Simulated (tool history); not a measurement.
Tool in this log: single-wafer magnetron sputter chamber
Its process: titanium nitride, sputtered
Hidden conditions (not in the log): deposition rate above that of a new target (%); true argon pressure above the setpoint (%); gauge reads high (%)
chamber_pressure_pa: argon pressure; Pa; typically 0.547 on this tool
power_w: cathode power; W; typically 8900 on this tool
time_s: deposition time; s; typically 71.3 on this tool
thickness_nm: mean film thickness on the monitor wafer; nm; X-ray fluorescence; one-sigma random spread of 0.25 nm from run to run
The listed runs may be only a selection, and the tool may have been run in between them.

run,hour,chamber_pressure_pa,power_w,time_s,wafers since the last listed run,wafers on the sputter target,hours since the last manometer calibration,hours since the magnet pack was replaced,hours since the gauge calibration,"read-back reference wafer on the same gauge, thickness_nm",thickness_nm
1,0.0,0.547,8900,74.8,0,3587,2353.6,10462.1,128.6,112.980,110.906
2,18.9,0.547,8900,71.3,319,3907,2372.5,10481.0,147.5,113.062,105.031
3,48.7,0.547,8900,71.3,504,4411,2402.3,10510.8,177.3,113.024,104.740
4,79.8,0.547,8900,71.3,526,4938,2433.4,10541.9,208.4,113.010,104.635
5,115.1,0.547,8900,71.3,597,5535,2468.7,10577.2,243.7,112.990,104.297
6,129.9,0.547,8900,71.3,250,5785,2483.5,10592.0,258.5,113.035,104.247
# hour 137.4: gauge calibrated
# hour 147.7: sputter target and shields replaced
7,148.2,0.547,8900,71.3,174,9,2501.8,10610.3,10.8,113.013,107.642
8,167.6,0.359,8900,71.3,328,337,2521.2,10629.7,30.2,113.036,114.620
9,193.9,0.547,8900,61.8,444,782,2547.5,10656.0,56.5,113.029,92.635
# hour 232.8: capacitance manometer re-zeroed and calibrated
# hour 238.3: magnet pack replaced
10,238.8,0.752,7200,84.5,532,1314,6.0,0.5,101.4,113.028,95.156
11,250.7,0.606,9550,75.8,201,1515,17.9,12.4,113.3,112.989,119.537
12,282.4,0.465,8900,60.2,536,2052,49.6,44.1,145.0,112.992,92.238
13,301.7,0.547,8900,71.3,326,2378,68.9,63.4,164.3,113.044,105.927
14,319.5,0.468,9950,77.8,301,2679,86.7,81.2,182.1,113.027,132.781

4 ways to go on from here, each from the tool as it stands after run 14. What would each give?
A,319.9,0.547,8900,71.3,6,2686,87.1,81.6,182.5,?,?
B,319.9,0.547,9450,71.3,6,2686,87.1,81.6,182.5,?,?
C,319.9,0.465,9700,71.3,6,2686,87.1,81.6,182.5,?,?
D,319.9,0.347,8900,71.3,6,2686,87.1,81.6,182.5,?,?

run,"read-back reference wafer on the same gauge, thickness_nm",thickness_nm
A,113.017,105.824
B,113.017,112.364
C,113.017,118.839
D,113.017,113.901
Stripped of hidden state, with their random variation kept, the same runs would have yielded:
run,thickness_nm
A,107.794
B,114.456
C,121.051
D,116.022
